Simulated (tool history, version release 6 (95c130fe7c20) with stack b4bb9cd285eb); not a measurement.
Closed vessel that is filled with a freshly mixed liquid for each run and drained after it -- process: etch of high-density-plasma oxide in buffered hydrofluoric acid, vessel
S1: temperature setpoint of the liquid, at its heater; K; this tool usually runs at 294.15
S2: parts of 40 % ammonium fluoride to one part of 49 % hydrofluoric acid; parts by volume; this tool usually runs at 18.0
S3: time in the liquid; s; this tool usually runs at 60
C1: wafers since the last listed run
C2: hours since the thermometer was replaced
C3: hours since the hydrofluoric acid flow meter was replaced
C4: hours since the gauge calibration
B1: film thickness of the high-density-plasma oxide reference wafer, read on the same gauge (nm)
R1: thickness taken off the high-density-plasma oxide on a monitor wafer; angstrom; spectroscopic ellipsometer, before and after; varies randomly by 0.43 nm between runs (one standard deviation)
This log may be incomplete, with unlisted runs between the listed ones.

run   hour      S1    S2  S3    C1      C2     C3     C4     B1     R1
  1    0.0  294.15  18.0  60     0  1720.4  559.4  236.7  30.00  547.3
  2   31.7  294.15  18.0  60  4587  1752.1  591.1  268.4  30.00  544.6
  3   45.8  294.15  18.0  60  2040  1766.2  605.2  282.5  30.00  546.1
  4   78.7  294.15  18.0  60  4760  1799.1  638.1  315.4  29.98  547.2
  5  113.6  294.15  18.0  60  5050  1834.0  673.0  350.3  30.01  552.7
  6  126.9  294.15  18.0  60  1924  1847.3  686.3  363.6  30.00  551.9
  7  162.9  294.15  18.0  60  5209  1883.3  722.3  399.6  30.01  550.4
     179.3  -- gauge calibrated
  8  188.7  294.15  11.5  60  3733  1909.1  748.1    9.4  30.00  850.4
  9  216.3  294.15  18.0  60  3993  1936.7  775.7   37.0  30.00  562.1
     230.4  -- hydrofluoric acid flow meter replaced
 10  237.8  294.15  18.0  50  2966  1958.2    7.4   58.5  30.02  497.3
     238.9  -- thermometer replaced
 11  270.8  290.15  18.0  35  4630    31.9   40.4   91.5  30.03  278.2
     294.0  -- hydrofluoric acid flow meter replaced, repeated, since the last time left the tool worse
 12  297.2  294.15  18.0  95  3675    58.3    3.2  117.9  30.00  829.9
 13  329.4  291.15  11.5  60  4659    90.5   35.4  150.1  29.99  696.8
 14  349.1  290.15  24.5  40  2850   110.2   55.1  169.8  29.98  215.7
 15  363.6  294.15  18.0  30  2098   124.7   69.6  184.3  29.96  265.8

Below are 4 alternative next runs, each starting from the tool's condition after run 15. Predict each:
  A  364.3  294.15  18.0  60  101  125.4  70.3  185.0   ?   ?
  B  364.3  297.15  13.0  60  101  125.4  70.3  185.0   ?   ?
  C  364.3  291.65  12.0  30  101  125.4  70.3  185.0   ?   ?
  D  364.3  298.15  18.0  35  101  125.4  70.3  185.0   ?   ?

run     B1     R1
  A  29.98  527.0
  B  29.98  856.3
  C  29.98  341.1
  D  29.98  383.1
Take away the tool's hidden state, keep each run's random variation, and the runs would have read:
run     R1
  A  515.7
  B  838.0
  C  333.8
  D  374.9
